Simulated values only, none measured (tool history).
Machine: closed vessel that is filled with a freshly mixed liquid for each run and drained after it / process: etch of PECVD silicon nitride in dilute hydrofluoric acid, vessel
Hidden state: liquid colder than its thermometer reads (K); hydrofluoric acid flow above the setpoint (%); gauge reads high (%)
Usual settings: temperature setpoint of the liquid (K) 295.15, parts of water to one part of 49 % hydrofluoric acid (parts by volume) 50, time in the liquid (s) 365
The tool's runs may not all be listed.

run   hour  temperature setpoint of the liquid (K)  parts of water to one part of 49 % hydrofluoric acid (parts by volume)  time in the liquid (s)  wafers since the last listed run  hours since the thermometer was replaced  hours since the hydrofluoric acid flow meter was replaced  hours since the gauge calibration  read-back film thickness of the PECVD silicon nitride reference wafer, read on the same gauge (nm)  thickness taken off the PECVD silicon nitride on a monitor wafer (angstrom)
  1      0                                  295.15                                                                      50                     365                                 0                                       452                                                      399.2                               29.9                                                                                               60.02                                                                          291
  2   29.4                                  295.15                                                                      50                     365                              1546                                     481.4                                                      428.6                               59.3                                                                                               60.03                                                                        296.8
  3   43.3                                  295.15                                                                      55                     365                               731                                     495.3                                                      442.5                               73.2                                                                                               60.02                                                                        274.4
  4     70                                  295.15                                                                      55                     365                              1404                                       522                                                      469.2                               99.9                                                                                               59.99                                                                        269.4
  5   91.4                                  295.15                                                                      50                     365                              1125                                     543.4                                                      490.6                              121.3                                                                                               59.99                                                                        299.4
  6  125.4                                  295.15                                                                      50                     265                              1788                                     577.4                                                      524.6                              155.3                                                                                               59.97                                                                        221.6
     153.1  -- hydrofluoric acid flow meter replaced
  7  161.1                                  295.15                                                                      50                     265                              1825                                     613.1                                                          8                                191                                                                                               60.02                                                                        197.8
  8  192.1                                  292.65                                                                      50                     365                              1630                                     644.1                                                         39                                222                                                                                               60.01                                                                        234.6
  9  215.6                                  292.65                                                                      50                     365                              1236                                     667.6                                                       62.5                              245.5                                                                                               59.97                                                                        232.6
 10  242.2                                  295.15                                                                      50                     365                              1399                                     694.2                                                       89.1                              272.1                                                                                               60.02                                                                        281.3
 11  265.4                                  295.15                                                                      55                     365                              1220                                     717.4                                                      112.3                              295.3                                                                                               60.01                                                                        253.3
     284.4  -- gauge calibrated
 12  294.8                                  290.65                                                                      50                     520                              1546                                     746.8                                                      141.7                               10.4                                                                                               59.99                                                                        291.3
 13  311.3                                  290.65                                                                      25                     365                               867                                     763.3                                                      158.2                               26.9                                                                                               59.98                                                                        404.6
 14  333.7                                  299.15                                                                      60                     200                              1178                                     785.7                                                      180.6                               49.3                                                                                               59.98                                                                        169.4
     366.3  -- thermometer replaced
 15  366.8                                  292.65                                                                      70                     235                              1688                                       0.5                                                      213.7                               82.4                                                                                                  60                                                                        112.4
 16  392.1                                  296.65                                                                      50                     155                              1330                                      25.8                                                        239                              107.7                                                                                               60.01                                                                        133.8
 17  453.8                                  298.15                                                                      25                     365                              3245                                      87.5                                                      300.7                              169.4                                                                                               60.01                                                                        693.5
 18  467.7                                  295.15                                                                      50                     365                               731                                     101.4                                                      314.6                              183.3                                                                                               60.01                                                                        288.7

Hidden state at the last listed run before each entry between runs and at the first one after, where it differs:
Logged between run 6 and run 7: hydrofluoric acid flow meter replaced (hour 153.1)
  hydrofluoric acid flow above the setpoint (%): 10.2 -> 0.586
  what was measured, less what the result would be without the hidden state, thickness taken off the PECVD silicon nitride on a monitor wafer (angstrom): +20 -> +1.1
Logged between run 11 and run 12: gauge calibrated (hour 284.4)
  hydrofluoric acid flow above the setpoint (%): 2.47 -> 3
  what was measured, less what the result would be without the hidden state, thickness taken off the PECVD silicon nitride on a monitor wafer (angstrom): +6 -> +8.3
Logged between run 14 and run 15: thermometer replaced (hour 366.3)
  hydrofluoric acid flow above the setpoint (%): 3.7 -> 4.3
  what was measured, less what the result would be without the hidden state, thickness taken off the PECVD silicon nitride on a monitor wafer (angstrom): +5.9 -> +4.5
